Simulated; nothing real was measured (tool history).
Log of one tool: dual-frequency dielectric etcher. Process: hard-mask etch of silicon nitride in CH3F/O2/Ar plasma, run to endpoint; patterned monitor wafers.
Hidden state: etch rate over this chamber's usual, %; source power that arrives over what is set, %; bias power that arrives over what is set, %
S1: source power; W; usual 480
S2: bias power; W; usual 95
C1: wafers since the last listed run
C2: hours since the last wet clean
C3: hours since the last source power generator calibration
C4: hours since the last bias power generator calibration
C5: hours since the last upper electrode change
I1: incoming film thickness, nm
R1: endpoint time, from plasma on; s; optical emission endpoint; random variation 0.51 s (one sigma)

run    hour   S1   S2    C1     C2      C3      C4      C5    I1    R1
  1       0  480   95     0  388.7  1217.7  1365.1   985.3  55.5  74.5
  2      71  480   95   894  459.7  1288.7  1436.1  1056.3  56.3  74.7
      157.1  -- wet clean of the chamber
  3     314  450  102  2757  156.9  1531.7  1679.1  1299.3  55.1  76.1
      358.9  -- source power generator calibrated
  4   418.1  450  102  1260    261    59.2  1783.2  1403.4  55.6  76.4
      442.5  -- bias power generator calibrated
  5   466.7  450  102   561  309.6   107.8    24.2    1452  55.3  76.5
  6   505.7  480   95   491  348.6   146.8    63.2    1491  55.4  75.9
  7   562.6  480   78   716  405.5   203.7   120.1  1547.9  55.4  79.2
  8     639  480   78   962  481.9   280.1   196.5  1624.3  55.6  78.1
      663.8  -- wet clean of the chamber
  9   736.3  480   78   923   72.5   377.4   293.8  1721.6  55.6  81.8
 10     784  480  108   600  120.2   425.1   341.5  1769.3  55.2  74.6
 11   983.4  480  108  2511  319.6   624.5   540.9  1968.7  55.3  72.8
 12  1070.2  480   95  1093  406.4   711.3   627.7  2055.5  55.3  74.7
 13  1109.9  480   95   499  446.1     751   667.4  2095.2  55.4    75
     1160.1  -- wet clean of the chamber
 14  1173.5  480   95   498   13.4   814.6     731  2158.8  55.5  77.5
 15  1273.3  480   88  1256  113.2   914.4   830.8  2258.6  54.9  77.7
 16  1401.4  480   88  1613  241.3  1042.5   958.9  2386.7  55.8  77.9
 17  1453.6  480   88   657  293.5  1094.7  1011.1  2438.9  55.6  76.4
 18  1490.7  480   77   467  330.6  1131.8  1048.2    2476  55.8  79.7
 19    1532  420   73   520  371.9  1173.1  1089.5  2517.3  55.3  84.9
 20  1601.4  450  102   873  441.3  1242.5  1158.9  2586.7  55.7  75.8
 21  1656.7  570   95   696  496.6  1297.8  1214.2    2642  55.8  69.9
 22  1694.6  480  108   477  534.5  1335.7  1252.1  2679.9    55  70.3
     1770.3  -- wet clean of the chamber
 23  1770.8  530   72   657    0.5  1411.9  1328.3  2756.1  55.3  80.5
     1818.6  -- upper electrode replaced
 24  1839.7  380  111   565   69.4  1480.8  1397.2    21.1  55.4  81.1
     1867.8  -- source power generator calibrated
 25  1913.4  480   95   877  143.1    45.6  1470.9    94.8  55.7  77.3
 26  2005.6  480   95  1161  235.3   137.8  1563.1     187  55.2  75.3
 27  2072.6  520   80   843  302.3   204.8  1630.1     254  55.4  76.9
     2157.4  -- bias power generator calibrated
 28  2171.3  440  105  1192    401   303.5    13.9   352.7  56.2  76.8
     2388.5  -- wet clean of the chamber
 29  2416.7  480   95  2788   28.2   548.9   259.3   598.1  55.3  76.4
 30  2468.2  480   95   648   79.7   600.4   310.8   649.6  55.3  76.9
 31  2540.9  480   95   915  152.4   673.1   383.5   722.3  55.9    77
 32  2605.7  390   75   816  217.2   737.9   448.3   787.1  56.2  89.8
 33  2661.9  480   83   707  273.4   794.1   504.5   843.3  55.5  78.4
 34    2732  560   82   882  343.5   864.2   574.6   913.4  55.4  72.8

Forecast each of these 5 alternatives for the next run:
  A  2732.4  480   95   5  343.9  864.6  575  913.8  55.4   ?
  B  2732.4  370   84   5  343.9  864.6  575  913.8  55.4   ?
  C  2732.4  380  104   5  343.9  864.6  575  913.8  55.4   ?
  D  2732.4  550  114   5  343.9  864.6  575  913.8  55.4   ?
  E  2732.4  590  101   5  343.9  864.6  575  913.8  55.4   ?

run    R1
  A  75.2
  B  86.4
  C  80.4
  D  67.6
  E  68.1
Without the tool's hidden state the same runs would have given:
run    R1
  A    78
  B  89.7
  C  83.5
  D  70.2
  E  70.7
